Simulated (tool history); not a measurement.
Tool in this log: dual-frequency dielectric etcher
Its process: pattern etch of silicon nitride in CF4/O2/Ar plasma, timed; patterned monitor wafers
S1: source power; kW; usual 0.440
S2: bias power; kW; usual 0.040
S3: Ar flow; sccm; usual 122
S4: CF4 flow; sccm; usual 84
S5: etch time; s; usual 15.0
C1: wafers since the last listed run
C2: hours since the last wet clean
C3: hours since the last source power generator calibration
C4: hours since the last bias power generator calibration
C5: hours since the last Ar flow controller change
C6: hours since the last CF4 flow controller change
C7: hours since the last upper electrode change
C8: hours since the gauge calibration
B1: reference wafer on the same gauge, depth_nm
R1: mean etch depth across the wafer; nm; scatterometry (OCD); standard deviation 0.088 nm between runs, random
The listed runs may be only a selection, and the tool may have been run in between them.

run    hour     S1     S2   S3  S4    S5    C1     C2      C3      C4      C5      C6      C7      C8     B1     R1
  1     0.0  0.350  0.040  122  84  15.0     0  620.0   496.3   196.6  1408.9    85.5   199.0  1453.6  18.60  19.96
  2    91.8  0.410  0.046  122  84  15.0  1434  711.8   588.1   288.4  1500.7   177.3   290.8  1545.4  18.60  23.19
      164.6  -- wet clean of the chamber
  3   173.5  0.440  0.040  112  84  15.0   901    8.9   669.8   370.1  1582.4   259.0   372.5  1627.1  18.59  23.22
      240.3  -- gauge calibrated
  4   269.8  0.440  0.040  112  95  15.0  1505  105.2   766.1   466.4  1678.7   355.3   468.8    29.5  18.59  23.58
  5   318.8  0.440  0.040  122  84  15.0   765  154.2   815.1   515.4  1727.7   404.3   517.8    78.5  18.58  22.93
      329.2  -- Ar flow controller replaced
  6   377.0  0.440  0.040  122  84  15.0   815  212.4   873.3   573.6    47.8   462.5   576.0   136.7  18.59  23.05
  7   456.6  0.440  0.040  131  84  15.0  1244  292.0   952.9   653.2   127.4   542.1   655.6   216.3  18.62  22.77
  8   521.7  0.440  0.044  122  84  15.0  1017  357.1  1018.0   718.3   192.5   607.2   720.7   281.4  18.60  23.69
  9   586.0  0.440  0.045  122  74  15.0  1004  421.4  1082.3   782.6   256.8   671.5   785.0   345.7  18.62  23.48
 10   758.3  0.440  0.040  122  84  15.0  2692  593.7  1254.6   954.9   429.1   843.8   957.3   518.0  18.59  23.24
      803.8  -- wet clean of the chamber
 11   808.2  0.440  0.046  122  84  15.0   404    4.4  1304.5  1004.8   479.0   893.7  1007.2   567.9  18.60  23.74
 12   860.4  0.500  0.040  122  84  15.0   815   56.6  1356.7  1057.0   531.2   945.9  1059.4   620.1  18.61  24.97
 13   913.4  0.440  0.040  122  84  16.5   828  109.6  1409.7  1110.0   584.2   998.9  1112.4   673.1  18.61  24.99
 14   999.4  0.440  0.050  122  84  15.0  1344  195.6  1495.7  1196.0   670.2  1084.9  1198.4   759.1  18.61  24.63
 15  1037.2  0.370  0.047  114  84  15.0   590  233.4  1533.5  1233.8   708.0  1122.7  1236.2   796.9  18.58  21.58
 16  1090.7  0.440  0.040  122  77  15.0   836  286.9  1587.0  1287.3   761.5  1176.2  1289.7   850.4  18.60  22.64
 17  1177.9  0.440  0.040  122  84  15.0  1362  374.1  1674.2  1374.5   848.7  1263.4  1376.9   937.6  18.62  23.01
 18  1238.4  0.480  0.032  122  64  13.0   945  434.6  1734.7  1435.0   909.2  1323.9  1437.4   998.1  18.61  18.91
 19  1297.5  0.390  0.040  122  84  15.0   923  493.7  1793.8  1494.1   968.3  1383.0  1496.5  1057.2  18.61  21.14
 20  1356.1  0.440  0.040  122  84  15.0   915  552.3  1852.4  1552.7  1026.9  1441.6  1555.1  1115.8  18.61  22.98
     1430.5  -- wet clean of the chamber
 21  1431.0  0.500  0.040  122  84  18.5   795    0.5  1927.3  1627.6  1101.8  1516.5  1630.0  1190.7  18.59  30.78
 22  1510.1  0.440  0.040  122  84  15.0  1236   79.6  2006.4  1706.7  1180.9  1595.6  1709.1  1269.8  18.62  22.81

A few steps of R1 between consecutive runs. Split each: what settings, incoming material and random variation would produce without the hidden state, and what is left over for the hidden state, along with gauge scatter present in only one of the two compared results (measured, and without hidden state):
Unlogged tool condition in this case: etch rate over this chamber's usual, %; source power that arrives over what is set, %; bias power that arrives over what is set, %; Ar flow that arrives over what is set, %; CF4 flow that arrives over what is set, %; gauge reads high (%).
Run 2 -> 3: S1 0.410 -> 0.440, S2 0.046 -> 0.040, S3 122 -> 112, wet clean of the chamber. R1 +0.03 nm: hidden state -0.53, all else +0.56.
Run 20 -> 21: S1 0.440 -> 0.500, S5 15.0 -> 18.5, wet clean of the chamber. R1 +7.80 nm: hidden state -0.47, all else +8.27.
Run 21 -> 22: S1 0.500 -> 0.440, S5 18.5 -> 15.0. R1 -7.97 nm: hidden state +0.12, all else -8.09.

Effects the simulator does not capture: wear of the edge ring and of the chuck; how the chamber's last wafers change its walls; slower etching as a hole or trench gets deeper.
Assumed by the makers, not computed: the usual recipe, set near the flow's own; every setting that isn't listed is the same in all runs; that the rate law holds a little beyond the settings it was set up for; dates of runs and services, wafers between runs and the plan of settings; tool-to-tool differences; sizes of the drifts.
